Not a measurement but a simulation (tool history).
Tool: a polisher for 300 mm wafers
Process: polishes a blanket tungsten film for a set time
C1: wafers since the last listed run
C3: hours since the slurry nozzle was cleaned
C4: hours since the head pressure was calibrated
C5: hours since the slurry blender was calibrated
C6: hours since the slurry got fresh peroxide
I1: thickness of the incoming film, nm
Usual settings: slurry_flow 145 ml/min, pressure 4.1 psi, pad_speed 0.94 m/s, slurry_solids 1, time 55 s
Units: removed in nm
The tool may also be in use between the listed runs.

Run 1, hour 0: usual settings; C1 0; wafers polished on this pad 1299; C3 56.2; C4 313; C5 158.2; C6 77.7; I1 802.6. Result: removed 243.9 nm.
At hour 11.3: head pressure recalibrated.
Run 2, hour 72: usual settings but pressure 4.9 psi, slurry_solids 0.9; C1 617; wafers polished on this pad 1916; C3 128.2; C4 60.7; C5 230.2; C6 149.7; I1 793.7. Result: removed 278.2 nm.
At hour 88.5: worn pad replaced by a new one.
At hour 108.3: slurry blender recalibrated.
Run 3, hour 118.7: usual settings but slurry_flow 155 ml/min; C1 358; wafers polished on this pad 248; C3 174.9; C4 107.4; C5 10.4; C6 196.4; I1 786.7. Result: removed 250.4 nm.
At hour 143.6: slurry tank refilled with fresh slurry and peroxide.
Run 4, hour 176.6: usual settings; C1 501; wafers polished on this pad 750; C3 232.8; C4 165.3; C5 68.3; C6 33; I1 777.9. Result: removed 246 nm.
Run 5, hour 233.4: usual settings; C1 501; wafers polished on this pad 1251; C3 289.6; C4 222.1; C5 125.1; C6 89.8; I1 793.2. Result: removed 241.8 nm.
Run 6, hour 272: usual settings; C1 340; wafers polished on this pad 1592; C3 328.2; C4 260.7; C5 163.7; C6 128.4; I1 792.9. Result: removed 238.1 nm.
At hour 306.2: head pressure recalibrated.
At hour 324.1: slurry nozzle cleaned.
At hour 328.4: worn pad replaced by a new one.
Run 7, hour 334.5: usual settings; C1 489; wafers polished on this pad 54; C3 10.4; C4 28.3; C5 226.2; C6 190.9; I1 774.2. Result: removed 251 nm.
At hour 377.9: slurry tank refilled with fresh slurry and peroxide.
Run 8, hour 386.7: usual settings but slurry_solids 0.9; C1 451; wafers polished on this pad 505; C3 62.6; C4 80.5; C5 278.4; C6 8.8; I1 793. Result: removed 244.6 nm.
At hour 396.9: slurry blender recalibrated.
Run 9, hour 428.7: usual settings; C1 352; wafers polished on this pad 858; C3 104.6; C4 122.5; C5 31.8; C6 50.8; I1 786.8. Result: removed 248.1 nm.
Run 10, hour 470.6: usual settings; C1 369; wafers polished on this pad 1228; C3 146.5; C4 164.4; C5 73.7; C6 92.7; I1 792.8. Result: removed 240.5 nm.
Run 11, hour 496: usual settings; C1 224; wafers polished on this pad 1452; C3 171.9; C4 189.8; C5 99.1; C6 118.1; I1 788.5. Result: removed 240.2 nm.
Run 12, hour 535.7: usual settings but pressure 5.3 psi, pad_speed 1.16 m/s, time 49 s; C1 350; wafers polished on this pad 1802; C3 211.6; C4 229.5; C5 138.8; C6 157.8; I1 797.1. Result: removed 312.5 nm.
At hour 572: worn pad replaced by a new one.
Run 13, hour 590.4: usual settings but time 65 s; C1 447; wafers polished on this pad 162; C3 266.3; C4 284.2; C5 193.5; C6 212.5; I1 799. Result: removed 294.5 nm.
At hour 606.2: head pressure recalibrated.
Run 14, hour 641.2: usual settings but slurry_solids 1.1; C1 430; wafers polished on this pad 593; C3 317.1; C4 35; C5 244.3; C6 263.3; I1 787.1. Result: removed 251.6 nm.
At hour 644.7: slurry blender recalibrated.
At hour 665.9: slurry tank refilled with fresh slurry and peroxide.
Run 15, hour 666.4: usual settings but slurry_flow 170 ml/min, pad_speed 0.68 m/s; C1 195; wafers polished on this pad 788; C3 342.3; C4 60.2; C5 21.7; C6 0.5; I1 792.5. Result: removed 211.8 nm.
Run 16, hour 730.8: usual settings but slurry_solids 0.75, time 38 s; C1 568; wafers polished on this pad 1356; C3 406.7; C4 124.6; C5 86.1; C6 64.9; I1 783.4. Result: removed 158.5 nm.
Run 17, hour 766: usual settings; C1 310; wafers polished on this pad 1667; C3 441.9; C4 159.8; C5 121.3; C6 100.1; I1 785.4. Result: removed 240.3 nm.
Run 18, hour 802.6: usual settings but pressure 3.6 psi, slurry_solids 1.15; C1 322; wafers polished on this pad 1990; C3 478.5; C4 196.4; C5 157.9; C6 136.7; I1 797.6. Result: removed 215.2 nm.
At hour 830.1: worn pad replaced by a new one.
At hour 832.1: slurry nozzle cleaned.
Run 19, hour 835.4: usual settings; C1 245; wafers polished on this pad 38; C3 3.3; C4 229.2; C5 190.7; C6 169.5; I1 785.9. Result: removed 249.1 nm.
At hour 871.8: slurry blender recalibrated.
Run 20, hour 888.5: usual settings but slurry_flow 130 ml/min, pressure 5.1 psi; C1 450; wafers polished on this pad 488; C3 56.4; C4 282.3; C5 16.7; C6 222.6; I1 784.1. Result: removed 299.5 nm.
At hour 904.7: slurry tank refilled with fresh slurry and peroxide.
Run 21, hour 913.5: usual settings but pad_speed 1.04 m/s, slurry_solids 0.7, time 65 s; C1 211; wafers polished on this pad 700; C3 81.4; C4 307.3; C5 41.7; C6 8.8; I1 790.3. Result: removed 292.5 nm.
At hour 919: head pressure recalibrated.
Run 22, hour 939.9: usual settings but time 67 s; C1 215; wafers polished on this pad 915; C3 107.8; C4 20.9; C5 68.1; C6 35.2; I1 785. Result: removed 294.9 nm.
Run 23, hour 978.1: usual settings; C1 336; wafers polished on this pad 1252; C3 146; C4 59.1; C5 106.3; C6 73.4; I1 785.2. Result: removed 240 nm.
Run 24, hour 1025: usual settings; C1 413; wafers polished on this pad 1666; C3 192.9; C4 106; C5 153.2; C6 120.3; I1 793.7. Result: removed 235.8 nm.
Run 25, hour 1052.9: usual settings but slurry_flow 160 ml/min, pressure 3.4 psi, slurry_solids 0.9; C1 246; wafers polished on this pad 1912; C3 220.8; C4 133.9; C5 181.1; C6 148.2; I1 783.1. Result: removed 195.2 nm.
At hour 1090.4: worn pad replaced by a new one.
At hour 1093.9: slurry blender recalibrated.
Run 26, hour 1114.1: usual settings but slurry_flow 110 ml/min, time 41 s; C1 486; wafers polished on this pad 191; C3 282; C4 195.1; C5 20.2; C6 209.4; I1 784. Result: removed 172.4 nm.

4 ways to go on from here, each from the tool as it stands after run 26. What would each give?
Run A, hour 1114.5: usual settings but time 64 s; C1 3; wafers polished on this pad 194; C3 282.4; C4 195.5; C5 20.6; C6 209.8; I1 781.7. Result: removed ?.
Run B, hour 1114.5: usual settings but slurry_flow 185 ml/min, pressure 5.3 psi, pad_speed 0.8 m/s, slurry_solids 1.15; C1 3; wafers polished on this pad 194; C3 282.4; C4 195.5; C5 20.6; C6 209.8; I1 781.7. Result: removed ?.
Run C, hour 1114.5: usual settings but pressure 5.2 psi; C1 3; wafers polished on this pad 194; C3 282.4; C4 195.5; C5 20.6; C6 209.8; I1 781.7. Result: removed ?.
Run D, hour 1114.5: usual settings but pressure 3.5 psi, pad_speed 1.24 m/s; C1 3; wafers polished on this pad 194; C3 282.4; C4 195.5; C5 20.6; C6 209.8; I1 781.7. Result: removed ?.

run  removed
  A    290.4
  B    312.9
  C    316.5
  D    254.7
Without the tool's hidden state the same runs would have given:
run  removed
  A    292.3
  B      315
  C    318.6
  D    256.4
